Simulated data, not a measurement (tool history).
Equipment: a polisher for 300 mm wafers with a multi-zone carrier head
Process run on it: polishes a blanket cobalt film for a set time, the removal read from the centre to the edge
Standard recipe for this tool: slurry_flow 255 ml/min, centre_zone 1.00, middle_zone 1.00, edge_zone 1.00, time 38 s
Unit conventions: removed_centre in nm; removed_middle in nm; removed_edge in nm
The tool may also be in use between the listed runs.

run   hour  slurry_flow  centre_zone  middle_zone  edge_zone  time  incoming thickness of the incoming film, nm  removed_centre  removed_middle  removed_edge
  1    0.0          255         1.00         1.00       1.00    38                                       1164.2           231.5           230.4         228.5
  2   25.8          255         1.00         1.00       1.00    38                                       1163.0           235.0           231.8         231.1
      43.8  -- worn pad replaced by a new one
  3   51.4          255         0.89         1.08       0.91    38                                       1176.4           211.3           246.8         214.1
  4   69.4          255         0.91         1.00       0.93    27                                       1179.6           150.2           162.9         159.4
  5   91.3          255         1.00         1.00       1.00    38                                       1169.0           232.3           236.1         229.4
  6  108.6          255         0.90         1.11       1.00    27                                       1161.0           156.6           178.8         159.6
  7  140.7          255         1.00         1.00       1.00    38                                       1155.8           234.2           231.4         225.6
  8  175.2          170         1.00         1.00       1.00    28                                       1191.2           164.9           161.3         162.4
  9  191.9          255         1.00         1.00       1.00    38                                       1179.3           223.7           231.4         232.2
 10  217.1          255         1.00         1.00       1.00    38                                       1167.7           232.7           233.9         228.3
     222.5  -- worn pad replaced by a new one
 11  242.7          200         0.94         0.94       1.00    26                                       1159.2           146.8           148.8         152.0
     268.1  -- centre zone pressure recalibrated
 12  277.7          255         1.00         1.00       1.03    38                                       1167.5           229.8           231.6         234.2
     281.4  -- edge zone pressure recalibrated
 13  303.8          255         1.00         1.00       1.00    38                                       1149.4           231.7           229.8         230.6
 14  327.3          185         1.00         1.00       1.00    38                                       1186.2           219.2           224.8         218.2
     340.7  -- slurry nozzle cleaned
 15  345.0          255         1.00         1.00       1.00    33                                       1150.8           205.3           202.1         200.5
 16  361.2          255         0.89         1.08       0.91    38                                       1177.8           207.0           244.9         214.7
 17  373.8          255         1.00         1.00       1.00    38                                       1182.2           230.6           230.7         229.7
 18  408.3          340         1.00         1.00       1.00    38                                       1182.3           235.2           237.0         232.6
     417.7  -- worn pad replaced by a new one
 19  420.9          285         1.00         1.00       1.00    38                                       1173.8           229.7           233.3         225.3
 20  449.8          340         1.00         0.96       1.06    38                                       1191.6           242.7           232.4         243.6
 21  467.6          310         1.11         1.00       0.96    38                                       1185.7           253.6           236.7         226.5
 22  491.4          255         1.00         1.11       1.00    38                                       1163.1           232.2           250.3         224.1
 23  513.5          255         0.94         0.93       1.00    29                                       1166.9           170.0           165.7         178.0

3 options for the next run, each taken on its own from the tool as it stands now. Forecast them:
  A  513.9          255         1.00         1.00       1.00    38                                       1191.1               ?               ?             ?
  B  513.9          255         1.05         0.95       0.92    35                                       1191.1               ?               ?             ?
  C  513.9          255         0.94         0.89       1.00    38                                       1191.1               ?               ?             ?

run  removed_centre  removed_middle  removed_edge
  A           230.0           230.8         220.4
  B           220.0           204.5         195.3
  C           219.2           211.6         220.7
Take away the tool's hidden state, keep each run's random variation, and the runs would have read:
run  removed_centre  removed_middle  removed_edge
  A           230.0           230.8         220.4
  B           220.0           204.5         195.3
  C           219.2           211.6         220.7
